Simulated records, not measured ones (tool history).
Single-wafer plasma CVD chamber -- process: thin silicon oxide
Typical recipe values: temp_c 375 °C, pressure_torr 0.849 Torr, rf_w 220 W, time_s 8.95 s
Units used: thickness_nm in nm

run	day	temp_c	pressure_torr	rf_w	time_s	wafers since the last listed run	hours since the last thermocouple change	hours since the last RF generator calibration	hours since the last manometer calibration	hours since the showerhead was replaced	hours since the gauge calibration	read-back reference wafer on the same gauge, thickness_nm	thickness_nm
1	0.000	375	0.849	220	8.95	0	667.2	1655.3	1492.9	3030.2	369.3	14.100	14.718
2	1.242	375	0.849	220	8.95	562	697.0	1685.1	1522.7	3060.0	399.1	14.096	14.559
3	2.696	375	0.849	220	8.95	659	731.9	1720.0	1557.6	3094.9	434.0	14.103	14.582
# day 3.092: gauge calibrated
4	3.504	375	0.849	195	8.58	366	751.3	1739.4	1577.0	3114.3	9.9	14.108	13.359
5	4.454	375	0.849	220	7.74	430	774.1	1762.2	1599.8	3137.1	32.7	14.099	12.546
6	5.296	375	0.849	220	7.74	381	794.3	1782.4	1620.0	3157.3	52.9	14.103	12.566
# day 5.792: RF generator calibrated
7	6.433	375	0.849	220	8.95	364	821.6	15.4	1647.3	3184.6	80.2	14.115	15.034
8	7.171	375	0.849	220	8.95	334	839.3	33.1	1665.0	3202.3	97.9	14.103	15.083
9	8.221	375	0.790	220	8.95	475	864.5	58.3	1690.2	3227.5	123.1	14.110	14.175
10	9.721	375	0.790	220	8.95	679	900.5	94.3	1726.2	3263.5	159.1	14.097	14.169
# day 10.958: thermocouple changed; heater temperature recalibrated
11	11.100	375	0.849	220	8.95	474	3.4	127.4	1759.3	3296.6	192.2	14.090	14.958
12	12.125	375	0.849	220	7.26	464	28.0	152.0	1783.9	3321.2	216.8	14.100	12.125
13	13.262	375	0.849	220	8.95	515	55.3	179.3	1811.2	3348.5	244.1	14.094	14.984
# day 14.062: showerhead replaced
14	14.083	375	0.715	220	8.95	220	75.0	199.0	1830.9	0.5	263.8	14.101	12.803
15	15.162	375	0.849	220	8.95	489	100.9	224.9	1856.8	26.4	289.7	14.096	15.015
16	15.900	375	0.849	220	8.95	334	118.6	242.6	1874.5	44.1	307.4	14.093	15.000
17	17.004	389	0.976	220	8.95	500	145.1	269.1	1901.0	70.6	333.9	14.087	16.595
18	18.179	375	0.849	220	8.95	532	173.3	297.3	1929.2	98.8	362.1	14.098	14.917
19	19.400	375	0.771	220	10.52	553	202.6	326.6	1958.5	128.1	391.4	14.095	16.114
20	20.712	389	1.043	190	9.71	594	234.1	358.1	1990.0	159.6	422.9	14.093	17.857
# day 21.388: capacitance manometer re-zeroed and calibrated
# day 21.438: gauge calibrated
21	21.879	375	0.849	205	8.95	377	262.1	386.1	11.8	187.6	10.6	14.092	15.271
22	22.975	375	0.849	220	8.95	496	288.4	412.4	38.1	213.9	36.9	14.097	15.688
23	24.212	375	0.849	235	10.00	560	318.1	442.1	67.8	243.6	66.6	14.097	17.889
24	25.667	375	0.849	220	8.95	659	353.0	477.0	102.7	278.5	101.5	14.101	15.612
25	26.338	375	1.028	235	8.95	304	369.1	493.1	118.8	294.6	117.6	14.099	18.528
26	27.800	387	0.658	220	7.22	662	404.2	528.2	153.9	329.7	152.7	14.101	9.918
27	28.938	381	0.849	220	8.95	515	431.5	555.5	181.2	357.0	180.0	14.100	15.443
28	29.533	375	0.849	220	8.95	270	445.8	569.8	195.5	371.3	194.3	14.092	15.452

4 options for the next run, each taken on its own from the tool as it stands now. Forecast them:
A	29.550	375	0.849	220	8.95	7	446.2	570.2	195.9	371.7	194.7	?	?
B	29.550	375	0.849	205	10.14	7	446.2	570.2	195.9	371.7	194.7	?	?
C	29.550	375	0.849	255	8.09	7	446.2	570.2	195.9	371.7	194.7	?	?
D	29.550	375	0.849	220	10.04	7	446.2	570.2	195.9	371.7	194.7	?	?

run	read-back reference wafer on the same gauge, thickness_nm	thickness_nm
A	14.107	15.372
B	14.107	16.908
C	14.107	14.736
D	14.107	17.238
What these runs would have given with no unlogged condition in the tool:
run	thickness_nm
A	15.747
B	17.339
C	15.096
D	17.660
